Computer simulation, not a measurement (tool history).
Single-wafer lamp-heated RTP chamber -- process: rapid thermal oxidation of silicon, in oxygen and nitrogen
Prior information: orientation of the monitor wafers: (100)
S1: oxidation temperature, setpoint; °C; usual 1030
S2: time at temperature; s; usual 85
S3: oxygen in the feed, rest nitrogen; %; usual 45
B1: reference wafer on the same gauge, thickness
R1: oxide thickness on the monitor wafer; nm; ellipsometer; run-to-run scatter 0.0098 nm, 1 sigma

| run | hour | S1 | S2 | S3 | B1 | R1 |
|---|---|---|---|---|---|---|
| 1 | 0.0 | 1030 | 85 | 45 | 5.982 | 6.564 |
| 2 | 7.1 | 1044 | 85 | 45 | 5.979 | 7.236 |
| 3 | 14.3 | 1044 | 85 | 45 | 5.981 | 7.260 |
| 4 | 25.0 | 1044 | 85 | 45 | 5.983 | 7.250 |
| 5 | 41.8 | 1030 | 85 | 45 | 5.978 | 6.574 |
| 6 | 48.3 | 1030 | 85 | 31 | 5.978 | 5.801 |
| 7 | 60.6 | 1030 | 85 | 31 | 5.978 | 5.782 |
| 8 | 74.6 | 1030 | 85 | 45 | 5.980 | 6.588 |
| 9 | 82.7 | 1030 | 85 | 45 | 5.979 | 6.614 |
| 10 | 93.0 | 1030 | 85 | 45 | 5.979 | 6.601 |
| 11 | 100.2 | 1030 | 85 | 45 | 5.981 | 6.603 |
| 12 | 130.6 | 1030 | 85 | 45 | 5.980 | 6.603 |
| 13 | 138.4 | 1030 | 85 | 45 | 5.980 | 6.601 |
| 14 | 155.1 | 1030 | 85 | 45 | 5.981 | 6.640 |
|  | 158.1 | gauge calibrated |
| 15 | 163.8 | 1030 | 85 | 45 | 5.979 | 6.628 |
| 16 | 179.9 | 1030 | 98 | 56 | 5.981 | 7.625 |
|  | 213.6 | oxygen flow controller replaced |
| 17 | 221.3 | 1048 | 85 | 58 | 5.980 | 8.220 |
| 18 | 234.7 | 1015 | 116 | 57 | 5.978 | 7.466 |
| 19 | 243.9 | 1015 | 85 | 45 | 5.982 | 6.000 |
| 20 | 252.9 | 1060 | 85 | 27 | 5.980 | 6.828 |
| 21 | 269.2 | 1016 | 85 | 45 | 5.981 | 6.059 |
| 22 | 279.5 | 1030 | 85 | 45 | 5.979 | 6.661 |
|  | 327.8 | pyrometer window cleaned and pyrometer calibrated |
| 23 | 328.3 | 1030 | 85 | 45 | 5.979 | 6.574 |
| 24 | 337.3 | 1030 | 51 | 63 | 5.978 | 5.884 |
| 25 | 351.6 | 1054 | 105 | 37 | 5.980 | 7.949 |
| 26 | 367.3 | 1046 | 50 | 28 | 5.978 | 4.955 |
| 27 | 382.1 | 1011 | 74 | 20 | 5.981 | 4.169 |
| 28 | 392.5 | 1060 | 105 | 70 | 5.979 | 10.435 |
| 29 | 404.4 | 1024 | 85 | 45 | 5.979 | 6.329 |
| 30 | 411.0 | 1030 | 85 | 45 | 5.980 | 6.587 |
| 31 | 425.3 | 1030 | 52 | 45 | 5.981 | 5.332 |
| 32 | 431.3 | 1030 | 45 | 55 | 5.981 | 5.370 |
| 33 | 442.1 | 1012 | 61 | 45 | 5.981 | 5.059 |
| 34 | 450.0 | 1011 | 105 | 17 | 5.981 | 4.589 |
| 35 | 458.2 | 1030 | 72 | 69 | 5.981 | 7.159 |
| 36 | 475.1 | 1030 | 85 | 45 | 5.980 | 6.613 |
| 37 | 492.3 | 1030 | 85 | 45 | 5.980 | 6.627 |
| 38 | 503.7 | 1050 | 116 | 67 | 5.980 | 10.098 |
| 39 | 517.9 | 1030 | 85 | 21 | 5.980 | 5.106 |

Pick out some run-to-run changes in R1. Of each, how much would a tool without hidden state show as well, from the settings, what came in and chance, and how much is left for the hidden state and any gauge scatter not in both results compared?
The hidden state here: true wafer temperature minus pyrometer reading, K; deviation of the oxygen flow from its setpoint, %; gauge reads high (%).
Run 22 -> 23: pyrometer window cleaned and pyrometer calibrated. R1 -0.087 nm: hidden state -0.093, all else +0.006.
Run 27 -> 28: S1 1011 -> 1060, S2 74 -> 105, S3 20 -> 70. R1 +6.266 nm: hidden state +0.035, all else +6.231.
Run 28 -> 29: S1 1060 -> 1024, S2 105 -> 85, S3 70 -> 45. R1 -4.106 nm: hidden state -0.015, all else -4.091.
Run 37 -> 38: S1 1030 -> 1050, S2 85 -> 116, S3 45 -> 67. R1 +3.471 nm: hidden state +0.039, all else +3.432.
Run 38 -> 39: S1 1050 -> 1030, S2 116 -> 85, S3 67 -> 21. R1 -4.992 nm: hidden state -0.051, all else -4.941.
